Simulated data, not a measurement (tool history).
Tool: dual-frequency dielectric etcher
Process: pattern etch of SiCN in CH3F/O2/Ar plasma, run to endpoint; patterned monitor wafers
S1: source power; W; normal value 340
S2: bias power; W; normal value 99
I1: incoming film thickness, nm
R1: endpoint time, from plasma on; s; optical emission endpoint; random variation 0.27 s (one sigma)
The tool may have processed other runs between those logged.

| run | day | S1 | S2 | I1 | R1 |
|---|---|---|---|---|---|
| 1 | 0.000 | 340 | 99 | 11.75 | 32.2 |
| 2 | 1.812 | 340 | 99 | 11.81 | 33.2 |
| 3 | 3.875 | 340 | 113 | 11.71 | 29.8 |
|  | 6.854 | wet clean of the chamber |
| 4 | 6.875 | 340 | 113 | 11.80 | 28.7 |
| 5 | 8.296 | 300 | 99 | 11.68 | 33.2 |
| 6 | 12.438 | 320 | 99 | 11.83 | 32.7 |
| 7 | 17.571 | 320 | 99 | 11.72 | 33.2 |
| 8 | 20.179 | 320 | 99 | 11.74 | 32.5 |
| 9 | 23.450 | 340 | 91 | 11.76 | 35.2 |
| 10 | 25.512 | 340 | 99 | 11.73 | 33.0 |
|  | 27.375 | wet clean of the chamber |
| 11 | 29.838 | 340 | 99 | 11.89 | 31.2 |
| 12 | 31.642 | 340 | 99 | 11.79 | 31.1 |
| 13 | 36.417 | 290 | 99 | 11.84 | 33.8 |
|  | 37.117 | source power generator calibrated |
| 14 | 40.154 | 290 | 99 | 11.91 | 34.7 |
| 15 | 42.867 | 410 | 78 | 11.76 | 34.6 |
| 16 | 47.221 | 300 | 86 | 11.75 | 37.9 |
|  | 48.412 | wet clean of the chamber |
| 17 | 51.212 | 340 | 92 | 11.74 | 32.5 |
|  | 52.512 | bias power generator calibrated |
| 18 | 53.804 | 300 | 78 | 11.77 | 38.8 |
| 19 | 55.925 | 340 | 99 | 11.80 | 32.1 |
| 20 | 59.704 | 360 | 108 | 11.86 | 30.4 |
|  | 63.483 | upper electrode replaced |
|  | 65.846 | wet clean of the chamber |
| 21 | 71.892 | 260 | 106 | 11.82 | 34.1 |
| 22 | 75.742 | 340 | 99 | 11.80 | 32.3 |
| 23 | 79.050 | 340 | 88 | 11.61 | 34.5 |
| 24 | 81.712 | 380 | 99 | 11.88 | 32.1 |
|  | 83.700 | wet clean of the chamber |
| 25 | 85.671 | 310 | 99 | 11.81 | 33.0 |
| 26 | 87.704 | 310 | 105 | 11.72 | 31.8 |
| 27 | 90.917 | 370 | 82 | 11.82 | 34.9 |
| 28 | 94.733 | 340 | 99 | 11.72 | 31.9 |
| 29 | 97.217 | 370 | 91 | 11.84 | 33.1 |

Here are 4 independent what-if runs from the current tool condition. What would each one return?
| A | 97.233 | 280 | 99 | 11.86 | ? |
| B | 97.233 | 300 | 82 | 11.86 | ? |
| C | 97.233 | 390 | 118 | 11.86 | ? |
| D | 97.233 | 290 | 92 | 11.86 | ? |

| run | R1 |
|---|---|
| A | 35.6 |
| B | 39.0 |
| C | 28.2 |
| D | 36.7 |
Without the tool's hidden state the same runs would have given:
| run | R1 |
|---|---|
| A | 34.4 |
| B | 37.7 |
| C | 27.3 |
| D | 35.5 |
